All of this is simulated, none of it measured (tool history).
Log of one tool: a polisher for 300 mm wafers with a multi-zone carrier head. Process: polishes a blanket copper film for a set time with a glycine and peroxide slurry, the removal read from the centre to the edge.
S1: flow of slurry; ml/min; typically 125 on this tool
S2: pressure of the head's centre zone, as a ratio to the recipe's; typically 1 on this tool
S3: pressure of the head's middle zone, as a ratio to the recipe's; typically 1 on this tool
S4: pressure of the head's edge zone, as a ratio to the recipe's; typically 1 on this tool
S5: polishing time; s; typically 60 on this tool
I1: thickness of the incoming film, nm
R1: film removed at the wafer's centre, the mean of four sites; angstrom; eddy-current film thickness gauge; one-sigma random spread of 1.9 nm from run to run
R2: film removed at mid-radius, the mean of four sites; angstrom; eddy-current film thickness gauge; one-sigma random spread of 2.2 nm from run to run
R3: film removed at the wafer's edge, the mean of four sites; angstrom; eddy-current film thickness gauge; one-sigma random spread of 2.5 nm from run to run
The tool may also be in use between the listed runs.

Run 1, hour 0: usual settings; I1 1223.3. Result: R1 2191 angstrom, R2 2150 angstrom, R3 2185 angstrom.
At hour 90.1: worn pad replaced by a new one.
Run 2, hour 99.7: usual settings but S4 0.96; I1 1248.5. Result: R1 2140 angstrom, R2 2139 angstrom, R3 2145 angstrom.
At hour 124.5: edge zone pressure recalibrated.
Run 3, hour 136.6: usual settings but S5 73 s; I1 1237.9. Result: R1 2607 angstrom, R2 2659 angstrom, R3 2615 angstrom.
Run 4, hour 218.4: usual settings but S1 85 ml/min, S4 0.95; I1 1257.6. Result: R1 1911 angstrom, R2 2017 angstrom, R3 2035 angstrom.
Run 5, hour 276.8: usual settings but S2 0.89, S4 1.05, S5 75 s; I1 1255.1. Result: R1 2342 angstrom, R2 2738 angstrom, R3 2798 angstrom.
At hour 322.6: carrier head's membrane replaced by a new one.
Run 6, hour 380.8: usual settings; I1 1242.4. Result: R1 2042 angstrom, R2 2164 angstrom, R3 2184 angstrom.
Run 7, hour 475.4: usual settings but S4 0.96; I1 1241. Result: R1 2045 angstrom, R2 2164 angstrom, R3 2105 angstrom.
Run 8, hour 550.6: usual settings; I1 1271.4. Result: R1 2045 angstrom, R2 2124 angstrom, R3 2176 angstrom.
At hour 614.9: slurry nozzle cleaned.
Run 9, hour 642.5: usual settings but S1 95 ml/min, S2 0.94, S4 1.07, S5 50 s; I1 1276. Result: R1 1514 angstrom, R2 1720 angstrom, R3 1792 angstrom.
Run 10, hour 692.2: usual settings but S3 0.89, S4 1.1, S5 54 s; I1 1255. Result: R1 1829 angstrom, R2 1747 angstrom, R3 2048 angstrom.
At hour 780: centre zone pressure recalibrated.
Run 11, hour 783.8: usual settings but S5 78 s; I1 1247.3. Result: R1 2851 angstrom, R2 2819 angstrom, R3 2804 angstrom.
At hour 863.1: edge zone pressure recalibrated.
Run 12, hour 877.6: usual settings but S1 160 ml/min; I1 1243.3. Result: R1 2260 angstrom, R2 2275 angstrom, R3 2228 angstrom.
At hour 900: worn pad replaced by a new one.
Run 13, hour 955.9: usual settings but S1 145 ml/min; I1 1246.7. Result: R1 2195 angstrom, R2 2221 angstrom, R3 2215 angstrom.
Run 14, hour 1052.3: usual settings; I1 1268.2. Result: R1 2094 angstrom, R2 2181 angstrom, R3 2133 angstrom.
Run 15, hour 1114.4: usual settings but S2 0.92, S3 0.89, S4 0.95; I1 1253.4. Result: R1 1912 angstrom, R2 2012 angstrom, R3 2081 angstrom.
Run 16, hour 1174: usual settings but S3 0.9, S5 71 s; I1 1260.4. Result: R1 2427 angstrom, R2 2339 angstrom, R3 2519 angstrom.
Run 17, hour 1244.4: usual settings but S4 0.92; I1 1254.3. Result: R1 2059 angstrom, R2 2159 angstrom, R3 2049 angstrom.
Run 18, hour 1307.1: usual settings; I1 1239.1. Result: R1 2059 angstrom, R2 2155 angstrom, R3 2155 angstrom.
At hour 1323.2: slurry nozzle cleaned.
Run 19, hour 1348.3: usual settings but S1 165 ml/min; I1 1243.3. Result: R1 2172 angstrom, R2 2275 angstrom, R3 2254 angstrom.
Run 20, hour 1401.7: usual settings but S1 140 ml/min; I1 1259.5. Result: R1 2096 angstrom, R2 2200 angstrom, R3 2159 angstrom.
Run 21, hour 1502.4: usual settings; I1 1242.9. Result: R1 2033 angstrom, R2 2163 angstrom, R3 2177 angstrom.
At hour 1517.1: carrier head's membrane replaced by a new one.
At hour 1542.1: centre zone pressure recalibrated.
Run 22, hour 1585.6: usual settings but S1 115 ml/min, S2 0.88, S3 0.9, S4 0.91; I1 1242. Result: R1 1861 angstrom, R2 1950 angstrom, R3 2081 angstrom.
At hour 1601.1: edge zone pressure recalibrated.
Run 23, hour 1631.9: usual settings; I1 1263.8. Result: R1 2145 angstrom, R2 2153 angstrom, R3 2158 angstrom.

Forecast each of these 3 alternatives for the next run:
Run A, hour 1632.3: usual settings but S3 1.11; I1 1234.7. Result: R1 ?, R2 ?, R3 ?.
Run B, hour 1632.3: usual settings but S4 1.09; I1 1234.7. Result: R1 ?, R2 ?, R3 ?.
Run C, hour 1632.3: usual settings but S2 0.93, S3 1.09, S4 0.94, S5 67 s; I1 1234.7. Result: R1 ?, R2 ?, R3 ?.

run    R1    R2    R3
  A  2178  2367  2185
  B  2176  2165  2283
  C  2260  2603  2370
With the hidden condition removed and each run's random variation left untouched, the same runs would have given:
run    R1    R2    R3
  A  2229  2366  2185
  B  2227  2165  2283
  C  2313  2603  2370
